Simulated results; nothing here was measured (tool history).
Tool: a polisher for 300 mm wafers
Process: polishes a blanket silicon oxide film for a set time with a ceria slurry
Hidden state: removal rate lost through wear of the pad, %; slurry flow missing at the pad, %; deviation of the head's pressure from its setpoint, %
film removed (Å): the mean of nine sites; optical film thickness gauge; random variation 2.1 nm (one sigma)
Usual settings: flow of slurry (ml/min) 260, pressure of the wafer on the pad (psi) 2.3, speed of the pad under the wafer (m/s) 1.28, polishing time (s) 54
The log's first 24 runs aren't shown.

run	hour	flow of slurry (ml/min)	pressure of the wafer on the pad (psi)	speed of the pad under the wafer (m/s)	polishing time (s)	wafers since the last listed run	wafers polished on this pad	hours since the slurry nozzle was cleaned	hours since the head pressure was calibrated	incoming thickness of the incoming film, nm	film removed (Å)
25	2266.5	315	2.3	1.28	36	1113	1941	553.0	579.1	1767.8	1374
26	2311.6	230	2.1	1.58	54	484	2425	598.1	624.2	1767.0	2206
27	2394.2	260	2.3	1.28	69	886	3312	680.7	706.8	1786.5	2467
# hour 2450.2: slurry nozzle cleaned
28	2481.8	260	2.3	1.28	54	929	4241	31.6	794.4	1735.5	2000
29	2524.1	260	2.9	0.90	73	454	4695	73.9	836.7	1787.2	2259
30	2601.8	260	2.3	1.28	54	834	5530	151.6	914.4	1760.8	1949
# hour 2615.2: head pressure recalibrated
31	2695.4	230	2.3	1.28	42	983	6513	245.2	80.2	1732.7	1590
32	2735.5	340	2.9	1.48	39	430	6943	285.3	120.3	1766.1	2121
33	2834.7	260	2.6	1.42	70	1064	8008	384.5	219.5	1772.1	3209
# hour 2915.6: worn pad replaced by a new one
34	2932.1	285	1.8	1.28	49	1002	177	481.9	316.9	1773.5	1553
35	3153.4	260	2.7	1.16	54	2375	2552	703.2	538.2	1760.5	2002
36	3232.1	185	2.0	1.04	63	844	3397	781.9	616.9	1772.3	1474
# hour 3258.3: slurry nozzle cleaned
37	3318.0	260	2.7	1.28	54	911	4309	59.7	702.8	1750.9	2262

3 ways to go on from here, each from the tool as it stands after run 37. What would each give?
A	3318.4	210	2.3	1.28	54	4	4313	60.1	703.2	1755.1	?
B	3318.4	325	1.5	1.50	54	4	4313	60.1	703.2	1755.1	?
C	3318.4	225	3.0	1.28	68	4	4313	60.1	703.2	1755.1	?

run	film removed (Å)
A	1963
B	1750
C	3096
Without the tool's hidden state the same runs would have given:
run	film removed (Å)
A	2052
B	1826
C	3234
